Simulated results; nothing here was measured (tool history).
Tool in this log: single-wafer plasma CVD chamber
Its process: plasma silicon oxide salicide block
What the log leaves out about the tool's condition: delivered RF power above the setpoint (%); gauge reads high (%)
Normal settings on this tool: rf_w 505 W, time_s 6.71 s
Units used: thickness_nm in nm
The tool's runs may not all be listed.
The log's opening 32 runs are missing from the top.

run     day  rf_w  time_s  wafers since the last listed run  hours since the last RF generator calibration  hours since the showerhead was replaced  hours since the gauge calibration  read-back reference wafer on the same gauge, thickness_nm  thickness_nm
       36.1  -- RF generator calibrated, repeated, since the last time left the tool worse
 33  36.121   505    7.68                              1345                                            0.5                                   6242.4                              823.9                                                     76.849        74.734
     36.525  -- showerhead replaced
 34  37.838   505    6.71                              1474                                           41.7                                     31.5                              865.1                                                     76.842        65.515
 35  38.588   505    6.71                               799                                           59.7                                     49.5                              883.1                                                     76.805        65.214
 36   39.85   440    7.43                              1345                                             90                                     79.8                              913.4                                                     76.901        69.893
     39.971  -- gauge calibrated
 37  41.204   455    7.68                              1443                                          122.5                                    112.3                               29.6                                                     76.888        72.913
 38    42.4   585    6.71                              1274                                          151.2                                      141                               58.3                                                     76.916        67.579
 39  43.054   425    5.84                               697                                          166.9                                    156.7                                 74                                                     76.924        54.039
 40   45.95   505    6.71                              3086                                          236.4                                    226.2                              143.5                                                     76.892        65.409
 41  47.071   480    7.23                              1194                                          263.3                                    253.1                              170.4                                                     76.904        69.365
 42   47.85   505    6.71                               830                                            282                                    271.8                              189.1                                                     76.934        65.173
 43  48.804   505    6.71                              1017                                          304.9                                    294.7                                212                                                     76.896        65.067

What does the tool deliver on the next run?
 44  49.758   420    6.16                              1017                                          327.8                                    317.6                              234.9                                                          ?             ?

{"run 44": {"read-back reference wafer on the same gauge, thickness_nm": 76.925, "thickness_nm": 57.086}}
With the hidden condition absent and the run-to-run variation left alone, this run would have shown thickness_nm 57.353 nm.
